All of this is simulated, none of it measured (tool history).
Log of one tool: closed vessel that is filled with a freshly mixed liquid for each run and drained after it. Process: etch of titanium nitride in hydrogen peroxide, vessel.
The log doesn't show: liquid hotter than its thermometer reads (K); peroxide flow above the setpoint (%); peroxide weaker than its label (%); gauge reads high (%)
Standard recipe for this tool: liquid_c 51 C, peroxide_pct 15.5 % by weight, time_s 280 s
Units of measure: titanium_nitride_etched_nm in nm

run	hour	liquid_c	peroxide_pct	time_s	wafers since the last listed run	hours since the thermometer was replaced	hours since the peroxide flow meter was replaced	hours since the drum of peroxide was connected	hours since the gauge calibration	read-back film thickness of the titanium nitride reference wafer, read on the same gauge (nm)	titanium_nitride_etched_nm
1	0	51	15.5	280	0	463	2024.4	625.9	1327.5	70.01	12.68
2	62.7	51	15.5	330	3623	525.7	2087.1	688.6	1390.2	70.02	14.99
# hour 113.8: peroxide flow meter replaced
3	115.4	51	15.5	330	2987	578.4	1.6	741.3	1442.9	70	15.04
# hour 125.8: thermometer replaced
4	162.8	51	15.5	330	2681	37	49	788.7	1490.3	70	14.42
5	282.4	51	15.5	280	6911	156.6	168.6	908.3	1609.9	69.99	12.31
6	327.9	51	15.5	280	2629	202.1	214.1	953.8	1655.4	70	12.3
7	383.8	51	15.5	280	3230	258	270	1009.7	1711.3	70.01	12.41
8	439	51	15.5	280	3189	313.2	325.2	1064.9	1766.5	70	12.43
9	490.7	47.5	15.5	145	2987	364.9	376.9	1116.6	1818.2	70	5.01
10	531.6	51	17	345	2363	405.8	417.8	1157.5	1859.1	69.99	15.73
# hour 557: new drum of peroxide connected
11	563.7	54	19.5	375	1797	437.9	449.9	6.7	1891.2	69.99	22.08
# hour 586.2: gauge calibrated
12	592.8	51	15.5	280	1681	467	479	35.8	6.6	69.98	12.69
13	625.9	51	13	280	1912	500.1	512.1	68.9	39.7	70.01	12.36
14	655.6	51	19.5	280	1716	529.8	541.8	98.6	69.4	70	13.46
15	737.8	59.5	14	395	4750	612	624	180.8	151.6	70	32.11
# hour 758.9: thermometer replaced
16	798.7	51	15.5	280	3461	39.8	684.9	241.7	212.5	70	12.49
17	825.4	41.5	16.5	365	1542	66.5	711.6	268.4	239.2	70.02	8.11
18	998	51	15.5	280	9974	239.1	884.2	441	411.8	70	12.51
19	1064.5	45.5	15.5	280	3842	305.6	950.7	507.5	478.3	70	8.44
20	1120.3	51	15.5	280	3224	361.4	1006.5	563.3	534.1	70.01	12.56
21	1153.1	44.5	15.5	280	1895	394.2	1039.3	596.1	566.9	70	7.91
22	1192.2	43	14	205	2259	433.3	1078.4	635.2	606	70	5.08
23	1229.6	59.5	13.5	280	2161	470.7	1115.8	672.6	643.4	70	22.31
24	1257.4	56.5	15.5	280	1606	498.5	1143.6	700.4	671.2	70	18.9
# hour 1266.3: thermometer replaced
25	1294.1	46	18.5	280	2063	27.8	1180.3	737.1	707.9	69.99	8.85
26	1357.8	58	18.5	155	3681	91.5	1244	800.8	771.6	70	11.59
27	1411.6	51	17.5	160	3108	145.3	1297.8	854.6	825.4	69.99	7.26
28	1473.6	59.5	15.5	200	3582	207.3	1359.8	916.6	887.4	70	16.21
29	1520.4	51	15.5	280	2704	254.1	1406.6	963.4	934.2	69.99	12.41

4 options for the next run, each taken on its own from the tool as it stands now. Forecast them:
A	1521.1	51	17.5	280	40	254.8	1407.3	964.1	934.9	?	?
B	1521.1	46	12.5	280	40	254.8	1407.3	964.1	934.9	?	?
C	1521.1	42	13.5	130	40	254.8	1407.3	964.1	934.9	?	?
D	1521.1	51	15.5	340	40	254.8	1407.3	964.1	934.9	?	?

run	read-back film thickness of the titanium nitride reference wafer, read on the same gauge (nm)	titanium_nitride_etched_nm
A	70.01	12.75
B	70.01	8.26
C	70.01	2.89
D	70.01	15.1
Take away the tool's hidden state, keep each run's random variation, and the runs would have read:
run	titanium_nitride_etched_nm
A	12.62
B	8.17
C	2.85
D	14.94
